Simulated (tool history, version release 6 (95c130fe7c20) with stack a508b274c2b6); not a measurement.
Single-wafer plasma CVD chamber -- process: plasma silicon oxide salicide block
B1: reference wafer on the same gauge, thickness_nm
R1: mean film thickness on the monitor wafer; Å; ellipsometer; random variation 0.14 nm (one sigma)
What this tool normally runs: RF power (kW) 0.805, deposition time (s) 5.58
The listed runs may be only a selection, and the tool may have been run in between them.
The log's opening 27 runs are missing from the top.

run 28 hour=319.5 | RF_power_(kW)=0.805 deposition_time_(s)=6.26 | B1=67.588 | R1=625.16
-- hour=335.8 RF generator calibrated
run 29 hour=336.3 | RF_power_(kW)=0.805 deposition_time_(s)=5.58 | B1=67.591 | R1=582.11
run 30 hour=348.0 | RF_power_(kW)=0.805 deposition_time_(s)=5.58 | B1=67.575 | R1=582.19
run 31 hour=360.7 | RF_power_(kW)=0.805 deposition_time_(s)=6.16 | B1=67.561 | R1=639.87
run 32 hour=373.9 | RF_power_(kW)=0.690 deposition_time_(s)=5.30 | B1=67.592 | R1=508.64
run 33 hour=411.9 | RF_power_(kW)=0.920 deposition_time_(s)=4.97 | B1=67.580 | R1=550.14
-- hour=420.4 showerhead replaced
run 34 hour=429.8 | RF_power_(kW)=0.805 deposition_time_(s)=5.58 | B1=67.624 | R1=579.29
-- hour=470.8 gauge calibrated
run 35 hour=477.6 | RF_power_(kW)=0.895 deposition_time_(s)=4.68 | B1=67.609 | R1=510.93
run 36 hour=489.9 | RF_power_(kW)=0.805 deposition_time_(s)=5.58 | B1=67.568 | R1=576.86
run 37 hour=504.7 | RF_power_(kW)=0.940 deposition_time_(s)=5.22 | B1=67.553 | R1=578.19
run 38 hour=514.1 | RF_power_(kW)=0.805 deposition_time_(s)=5.58 | B1=67.619 | R1=579.87
run 39 hour=523.3 | RF_power_(kW)=0.895 deposition_time_(s)=4.85 | B1=67.635 | R1=527.75
run 40 hour=534.7 | RF_power_(kW)=0.805 deposition_time_(s)=5.58 | B1=67.584 | R1=577.86
run 41 hour=585.1 | RF_power_(kW)=0.905 deposition_time_(s)=4.97 | B1=67.518 | R1=542.88
run 42 hour=592.9 | RF_power_(kW)=0.890 deposition_time_(s)=6.21 | B1=67.581 | R1=672.75
run 43 hour=601.9 | RF_power_(kW)=0.805 deposition_time_(s)=5.58 | B1=67.607 | R1=577.29
run 44 hour=618.2 | RF_power_(kW)=0.700 deposition_time_(s)=4.63 | B1=67.568 | R1=445.98

What if the next run were any one of these 4? Each begins from the tool's condition after run 44:
run A hour=618.6 | RF_power_(kW)=0.675 deposition_time_(s)=5.58 | B1=? | R1=?
run B hour=618.6 | RF_power_(kW)=0.805 deposition_time_(s)=5.91 | B1=? | R1=?
run C hour=618.6 | RF_power_(kW)=0.690 deposition_time_(s)=4.55 | B1=? | R1=?
run D hour=618.6 | RF_power_(kW)=0.725 deposition_time_(s)=5.58 | B1=? | R1=?

run=A B1=67.600 R1=529.67
run=B B1=67.600 R1=613.54
run=C B1=67.600 R1=437.03
run=D B1=67.600 R1=550.00
Take away the tool's hidden state, keep each run's random variation, and the runs would have read:
run=A R1=534.54
run=B R1=619.19
run=C R1=441.05
run=D R1=555.06
